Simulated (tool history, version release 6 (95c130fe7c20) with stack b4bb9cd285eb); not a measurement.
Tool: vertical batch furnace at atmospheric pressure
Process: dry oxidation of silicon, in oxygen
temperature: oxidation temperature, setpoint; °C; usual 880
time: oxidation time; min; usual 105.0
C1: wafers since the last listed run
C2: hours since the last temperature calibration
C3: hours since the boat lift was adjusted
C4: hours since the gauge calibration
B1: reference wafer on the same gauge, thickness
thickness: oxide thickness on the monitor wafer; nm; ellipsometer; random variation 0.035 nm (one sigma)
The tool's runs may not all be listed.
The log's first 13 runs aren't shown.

{"run": 14, "hour": 210.5, "temperature": 880, "time": 105.0, "C1": 242, "C2": 4012.8, "C3": 2219.3, "C4": 247.5, "B1": 26.79, "thickness": 23.1}
{"run": 15, "hour": 226.3, "temperature": 880, "time": 105.0, "C1": 170, "C2": 4028.6, "C3": 2235.1, "C4": 263.3, "B1": 26.8, "thickness": 23.15}
{"hour": 244.9, "done": "gauge calibrated"}
{"hour": 253.0, "done": "thermocouples replaced and temperature profile calibrated"}
{"hour": 273.5, "done": "boat lift adjusted"}
{"run": 16, "hour": 288.5, "temperature": 880, "time": 105.0, "C1": 191, "C2": 35.5, "C3": 15.0, "C4": 43.6, "B1": 26.81, "thickness": 22.91}
{"run": 17, "hour": 301.2, "temperature": 892, "time": 105.0, "C1": 137, "C2": 48.2, "C3": 27.7, "C4": 56.3, "B1": 26.81, "thickness": 25.99}
{"run": 18, "hour": 313.5, "temperature": 892, "time": 105.0, "C1": 132, "C2": 60.5, "C3": 40.0, "C4": 68.6, "B1": 26.81, "thickness": 26.04}
{"run": 19, "hour": 323.0, "temperature": 860, "time": 66.0, "C1": 102, "C2": 70.0, "C3": 49.5, "C4": 78.1, "B1": 26.82, "thickness": 13.48}
{"run": 20, "hour": 343.0, "temperature": 862, "time": 59.0, "C1": 215, "C2": 90.0, "C3": 69.5, "C4": 98.1, "B1": 26.8, "thickness": 12.72}
{"run": 21, "hour": 357.5, "temperature": 880, "time": 105.0, "C1": 156, "C2": 104.5, "C3": 84.0, "C4": 112.6, "B1": 26.8, "thickness": 22.96}
{"run": 22, "hour": 374.6, "temperature": 904, "time": 58.5, "C1": 184, "C2": 121.6, "C3": 101.1, "C4": 129.7, "B1": 26.8, "thickness": 19.91}
{"run": 23, "hour": 390.2, "temperature": 866, "time": 127.5, "C1": 168, "C2": 137.2, "C3": 116.7, "C4": 145.3, "B1": 26.8, "thickness": 22.34}
{"run": 24, "hour": 401.4, "temperature": 890, "time": 67.0, "C1": 120, "C2": 148.4, "C3": 127.9, "C4": 156.5, "B1": 26.81, "thickness": 18.82}
{"run": 25, "hour": 414.6, "temperature": 866, "time": 140.0, "C1": 142, "C2": 161.6, "C3": 141.1, "C4": 169.7, "B1": 26.8, "thickness": 23.72}
{"run": 26, "hour": 437.0, "temperature": 880, "time": 105.0, "C1": 241, "C2": 184.0, "C3": 163.5, "C4": 192.1, "B1": 26.8, "thickness": 22.81}
{"run": 27, "hour": 452.7, "temperature": 868, "time": 157.0, "C1": 169, "C2": 199.7, "C3": 179.2, "C4": 207.8, "B1": 26.8, "thickness": 26.14}
{"run": 28, "hour": 470.2, "temperature": 894, "time": 57.5, "C1": 188, "C2": 217.2, "C3": 196.7, "C4": 225.3, "B1": 26.8, "thickness": 17.7}
{"run": 29, "hour": 493.0, "temperature": 880, "time": 105.0, "C1": 246, "C2": 240.0, "C3": 219.5, "C4": 248.1, "B1": 26.8, "thickness": 22.82}
{"run": 30, "hour": 509.2, "temperature": 866, "time": 55.5, "C1": 174, "C2": 256.2, "C3": 235.7, "C4": 264.3, "B1": 26.79, "thickness": 12.68}
{"run": 31, "hour": 521.2, "temperature": 860, "time": 139.0, "C1": 129, "C2": 268.2, "C3": 247.7, "C4": 276.3, "B1": 26.82, "thickness": 21.98}
{"run": 32, "hour": 543.8, "temperature": 869, "time": 136.0, "C1": 244, "C2": 290.8, "C3": 270.3, "C4": 298.9, "B1": 26.8, "thickness": 23.97}
{"run": 33, "hour": 552.7, "temperature": 894, "time": 141.0, "C1": 96, "C2": 299.7, "C3": 279.2, "C4": 307.8, "B1": 26.78, "thickness": 31.93}
{"run": 34, "hour": 563.7, "temperature": 901, "time": 105.0, "C1": 118, "C2": 310.7, "C3": 290.2, "C4": 318.8, "B1": 26.79, "thickness": 28.23}
{"run": 35, "hour": 578.4, "temperature": 905, "time": 73.5, "C1": 158, "C2": 325.4, "C3": 304.9, "C4": 333.5, "B1": 26.82, "thickness": 23.15}
{"hour": 590.8, "done": "gauge calibrated"}
{"run": 36, "hour": 594.5, "temperature": 880, "time": 105.0, "C1": 173, "C2": 341.5, "C3": 321.0, "C4": 3.7, "B1": 26.78, "thickness": 22.62}

3 ways to go on from here, each from the tool as it stands after run 36. What would each give?
{"run": "A", "hour": 600.0, "temperature": 880, "time": 139.0, "C1": 59, "C2": 347.0, "C3": 326.5, "C4": 9.2, "B1": "?", "thickness": "?"}
{"run": "B", "hour": 600.0, "temperature": 860, "time": 59.5, "C1": 59, "C2": 347.0, "C3": 326.5, "C4": 9.2, "B1": "?", "thickness": "?"}
{"run": "C", "hour": 600.0, "temperature": 892, "time": 79.5, "C1": 59, "C2": 347.0, "C3": 326.5, "C4": 9.2, "B1": "?", "thickness": "?"}

run=A B1=26.79 thickness=27.25
run=B B1=26.79 thickness=12.36
run=C B1=26.79 thickness=21.38
Without the tool's hidden state the same runs would have given:
run=A thickness=27.71
run=B thickness=12.59
run=C thickness=21.73
